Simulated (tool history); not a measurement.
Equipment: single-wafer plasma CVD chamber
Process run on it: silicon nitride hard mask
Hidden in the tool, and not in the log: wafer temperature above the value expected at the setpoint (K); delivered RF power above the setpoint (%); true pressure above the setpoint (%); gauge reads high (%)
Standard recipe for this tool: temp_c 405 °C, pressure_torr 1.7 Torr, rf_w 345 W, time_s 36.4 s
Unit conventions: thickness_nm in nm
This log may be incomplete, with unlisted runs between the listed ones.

| run | hour | temp_c | pressure_torr | rf_w | time_s | wafers since the last listed run | hours since the last thermocouple change | hours since the last RF generator calibration | hours since the last manometer calibration | hours since the showerhead was replaced | hours since the gauge calibration | read-back reference wafer on the same gauge, thickness_nm | thickness_nm |
|---|---|---|---|---|---|---|---|---|---|---|---|---|---|
| 1 | 0 | 405 | 1.7 | 390 | 36.4 | 0 | 581 | 822.1 | 70.7 | 5988.7 | 2017.6 | 45.998 | 47.551 |
| 2 | 38.1 | 405 | 1.7 | 370 | 36.4 | 1125 | 619.1 | 860.2 | 108.8 | 6026.8 | 2055.7 | 46 | 46.212 |
| 3 | 358.2 | 405 | 1.7 | 370 | 36.4 | 9457 | 939.2 | 1180.3 | 428.9 | 6346.9 | 2375.8 | 46.01 | 46.018 |
|  | 665.8 | RF generator calibrated |
| 4 | 670.1 | 405 | 1.7 | 345 | 36.4 | 8978 | 1251.1 | 4.3 | 740.8 | 6658.8 | 2687.7 | 45.991 | 44.196 |
| 5 | 733.6 | 405 | 1.7 | 345 | 36.4 | 1876 | 1314.6 | 67.8 | 804.3 | 6722.3 | 2751.2 | 45.995 | 44.005 |
|  | 771.1 | showerhead replaced |
| 6 | 827.7 | 405 | 1.7 | 345 | 36.4 | 2543 | 1408.7 | 161.9 | 898.4 | 56.6 | 2845.3 | 45.991 | 44.012 |
| 7 | 929.7 | 405 | 1.7 | 345 | 36.4 | 3013 | 1510.7 | 263.9 | 1000.4 | 158.6 | 2947.3 | 46 | 44.011 |
|  | 1001.2 | capacitance manometer re-zeroed and calibrated |
| 8 | 1011.3 | 405 | 1.7 | 345 | 36.4 | 2174 | 1592.3 | 345.5 | 10.1 | 240.2 | 3028.9 | 46.016 | 44.611 |
| 9 | 1055.2 | 405 | 1.7 | 345 | 36.4 | 1297 | 1636.2 | 389.4 | 54 | 284.1 | 3072.8 | 46.01 | 44.549 |
| 10 | 1096.3 | 405 | 1.92 | 345 | 36.4 | 1214 | 1677.3 | 430.5 | 95.1 | 325.2 | 3113.9 | 46.001 | 46.059 |
| 11 | 1183.2 | 405 | 1.7 | 345 | 36.4 | 2567 | 1764.2 | 517.4 | 182 | 412.1 | 3200.8 | 46.007 | 44.356 |
| 12 | 1260.3 | 405 | 1.7 | 345 | 36.4 | 2277 | 1841.3 | 594.5 | 259.1 | 489.2 | 3277.9 | 45.993 | 44.202 |
|  | 1311.7 | gauge calibrated |
| 13 | 1344.9 | 399 | 1.7 | 365 | 36.4 | 2499 | 1925.9 | 679.1 | 343.7 | 573.8 | 33.2 | 46.014 | 45.528 |
| 14 | 1405.8 | 405 | 1.7 | 345 | 36.4 | 1799 | 1986.8 | 740 | 404.6 | 634.7 | 94.1 | 45.995 | 44.117 |
|  | 1438.6 | thermocouple changed; heater temperature recalibrated |
| 15 | 1451.5 | 405 | 1.7 | 380 | 40 | 1113 | 12.9 | 785.7 | 450.3 | 680.4 | 139.8 | 46.001 | 50.976 |
| 16 | 1518.6 | 405 | 1.7 | 345 | 36.4 | 1982 | 80 | 852.8 | 517.4 | 747.5 | 206.9 | 45.998 | 44.178 |
| 17 | 1572.6 | 405 | 1.7 | 345 | 40.5 | 1595 | 134 | 906.8 | 571.4 | 801.5 | 260.9 | 45.994 | 49.024 |
| 18 | 1638.6 | 394 | 1.28 | 375 | 43.1 | 1950 | 200 | 972.8 | 637.4 | 867.5 | 326.9 | 45.99 | 49.912 |
| 19 | 1678.4 | 414 | 2.05 | 285 | 42.3 | 1175 | 239.8 | 1012.6 | 677.2 | 907.3 | 366.7 | 46.018 | 48.813 |
| 20 | 1972.2 | 405 | 1.36 | 345 | 29.8 | 8680 | 533.6 | 1306.4 | 971 | 1201.1 | 660.5 | 46.012 | 33.642 |
|  | 2040.1 | capacitance manometer re-zeroed and calibrated |
| 21 | 2071.5 | 405 | 1.7 | 345 | 36.4 | 2697 | 632.9 | 1405.7 | 31.4 | 1300.4 | 759.8 | 46.007 | 44.566 |
| 22 | 2241.5 | 414 | 1.48 | 345 | 36.4 | 5022 | 802.9 | 1575.7 | 201.4 | 1470.4 | 929.8 | 46.023 | 42.562 |
|  | 2313.3 | RF generator calibrated |
| 23 | 2313.8 | 405 | 1.7 | 345 | 36.4 | 1899 | 875.2 | 0.5 | 273.7 | 1542.7 | 1002.1 | 45.997 | 44.455 |
| 24 | 2382.4 | 405 | 1.7 | 295 | 36.4 | 2026 | 943.8 | 69.1 | 342.3 | 1611.3 | 1070.7 | 46.005 | 40.902 |
| 25 | 2485.2 | 394 | 2.1 | 345 | 30.3 | 3037 | 1046.6 | 171.9 | 445.1 | 1714.1 | 1173.5 | 46.01 | 39.478 |
| 26 | 2564.1 | 405 | 1.7 | 345 | 36.4 | 2331 | 1125.5 | 250.8 | 524 | 1793 | 1252.4 | 45.988 | 44.306 |
| 27 | 2665.1 | 405 | 1.88 | 345 | 41.8 | 2984 | 1226.5 | 351.8 | 625 | 1894 | 1353.4 | 46.025 | 52.116 |
| 28 | 2757 | 405 | 1.83 | 385 | 36.4 | 2715 | 1318.4 | 443.7 | 716.9 | 1985.9 | 1445.3 | 45.985 | 47.783 |
| 29 | 2798.8 | 418 | 2 | 320 | 31.2 | 1235 | 1360.2 | 485.5 | 758.7 | 2027.7 | 1487.1 | 45.988 | 37.785 |

Below, some changes in thickness_nm between adjacent runs. For each, the amount present without the hidden state too (settings, incoming material, random variation) and the amount remaining for the hidden state with gauge scatter not shared by both compared results:
Run 7 -> 8: capacitance manometer re-zeroed and calibrated. thickness_nm +0.6 nm: hidden state +0.492, all else +0.108.
Run 19 -> 20: temp_c 414 -> 405, pressure_torr 2.05 -> 1.36, rf_w 285 -> 345, time_s 42.3 -> 29.8. thickness_nm -15.171 nm: hidden state +0.098, all else -15.269.
Run 20 -> 21: pressure_torr 1.36 -> 1.7, time_s 29.8 -> 36.4, capacitance manometer re-zeroed and calibrated. thickness_nm +10.924 nm: hidden state +0.655, all else +10.269.

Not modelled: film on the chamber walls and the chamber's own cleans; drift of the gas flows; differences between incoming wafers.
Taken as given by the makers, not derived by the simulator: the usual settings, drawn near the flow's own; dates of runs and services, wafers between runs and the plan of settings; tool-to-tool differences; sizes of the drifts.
